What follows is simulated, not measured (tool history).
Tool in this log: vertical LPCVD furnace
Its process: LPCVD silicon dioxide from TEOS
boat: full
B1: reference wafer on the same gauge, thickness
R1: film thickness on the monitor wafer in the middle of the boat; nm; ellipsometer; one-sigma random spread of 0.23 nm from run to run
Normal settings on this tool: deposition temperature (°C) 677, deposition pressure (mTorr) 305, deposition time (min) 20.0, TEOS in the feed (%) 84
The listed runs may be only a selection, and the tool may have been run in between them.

Run 1, hour 0.0: usual settings; B1 87.80. Result: R1 90.47 nm.
Run 2, hour 84.4: usual settings; B1 87.76. Result: R1 90.42 nm.
Run 3, hour 127.1: usual settings; B1 87.82. Result: R1 90.92 nm.
Run 4, hour 226.2: usual settings; B1 87.81. Result: R1 90.31 nm.
Run 5, hour 287.0: usual settings; B1 87.78. Result: R1 90.85 nm.
Run 6, hour 332.0: usual settings; B1 87.78. Result: R1 90.33 nm.
Run 7, hour 406.1: usual settings but deposition temperature (°C) 684, deposition pressure (mTorr) 380; B1 87.76. Result: R1 119.26 nm.
Run 8, hour 477.2: usual settings but deposition time (min) 23.5; B1 87.76. Result: R1 105.61 nm.
Run 9, hour 544.4: usual settings but deposition temperature (°C) 688; B1 87.78. Result: R1 117.32 nm.
At hour 569.4: TEOS flow controller replaced.
Run 10, hour 602.1: usual settings; B1 87.84. Result: R1 90.56 nm.
Run 11, hour 686.4: usual settings but deposition temperature (°C) 682, TEOS in the feed (%) 75; B1 87.79. Result: R1 96.32 nm.
Run 12, hour 723.5: usual settings; B1 87.80. Result: R1 90.48 nm.
At hour 770.9: gauge calibrated.
Run 13, hour 813.4: usual settings but deposition temperature (°C) 670, deposition time (min) 23.0, TEOS in the feed (%) 69; B1 87.78. Result: R1 79.13 nm.
Run 14, hour 860.7: usual settings but deposition pressure (mTorr) 245, TEOS in the feed (%) 97; B1 87.80. Result: R1 86.76 nm.
Run 15, hour 966.2: usual settings; B1 87.81. Result: R1 89.97 nm.
At hour 1071.0: thermocouples replaced and temperature profile calibrated.
Run 16, hour 1071.5: usual settings but deposition temperature (°C) 670, TEOS in the feed (%) 96; B1 87.77. Result: R1 80.97 nm.
Run 17, hour 1138.5: usual settings but deposition time (min) 22.5; B1 87.78. Result: R1 101.19 nm.
Run 18, hour 1206.4: usual settings; B1 87.84. Result: R1 90.25 nm.
Run 19, hour 1283.9: usual settings but deposition temperature (°C) 670; B1 87.84. Result: R1 75.33 nm.
Run 20, hour 1344.3: usual settings but deposition temperature (°C) 665, TEOS in the feed (%) 68; B1 87.73. Result: R1 60.09 nm.
Run 21, hour 1383.9: usual settings; B1 87.77. Result: R1 89.98 nm.
Run 22, hour 1540.6: usual settings but deposition temperature (°C) 670; B1 87.82. Result: R1 75.64 nm.
Run 23, hour 1635.3: usual settings but deposition temperature (°C) 682, deposition time (min) 15.5; B1 87.82. Result: R1 78.34 nm.
Run 24, hour 1731.9: usual settings but deposition pressure (mTorr) 255, deposition time (min) 26.0; B1 87.80. Result: R1 106.28 nm.
Run 25, hour 1812.7: usual settings but deposition time (min) 12.0; B1 87.78. Result: R1 53.83 nm.
Run 26, hour 1863.0: usual settings but deposition temperature (°C) 687; B1 87.83. Result: R1 114.55 nm.
Run 27, hour 1954.0: usual settings but deposition pressure (mTorr) 335, deposition time (min) 16.0; B1 87.81. Result: R1 74.96 nm.
Run 28, hour 2025.5: usual settings but deposition pressure (mTorr) 360, TEOS in the feed (%) 97; B1 87.82. Result: R1 104.37 nm.
Run 29, hour 2122.7: usual settings but deposition temperature (°C) 673, deposition pressure (mTorr) 355, deposition time (min) 25.5, TEOS in the feed (%) 72; B1 87.78. Result: R1 103.25 nm.
Run 30, hour 2162.0: usual settings but deposition time (min) 17.0; B1 87.83. Result: R1 75.93 nm.
Run 31, hour 2202.9: usual settings but deposition temperature (°C) 673, deposition pressure (mTorr) 355, deposition time (min) 23.0, TEOS in the feed (%) 72; B1 87.79. Result: R1 93.31 nm.

Branching from run 31: 4 alternative next runs. What would each branch give?
Run A, hour 2207.0: usual settings; B1 ?. Result: R1 ?.
Run B, hour 2207.0: usual settings but deposition temperature (°C) 672, TEOS in the feed (%) 91; B1 ?. Result: R1 ?.
Run C, hour 2207.0: usual settings but deposition temperature (°C) 685, deposition time (min) 28.0; B1 ?. Result: R1 ?.
Run D, hour 2207.0: usual settings but deposition temperature (°C) 686; B1 ?. Result: R1 ?.

run     B1      R1
  A  87.80   89.73
  B  87.80   82.61
  C  87.80  152.46
  D  87.80  111.54
What these runs would have given with no unlogged condition in the tool:
run      R1
  A   90.72
  B   83.52
  C  154.15
  D  112.78

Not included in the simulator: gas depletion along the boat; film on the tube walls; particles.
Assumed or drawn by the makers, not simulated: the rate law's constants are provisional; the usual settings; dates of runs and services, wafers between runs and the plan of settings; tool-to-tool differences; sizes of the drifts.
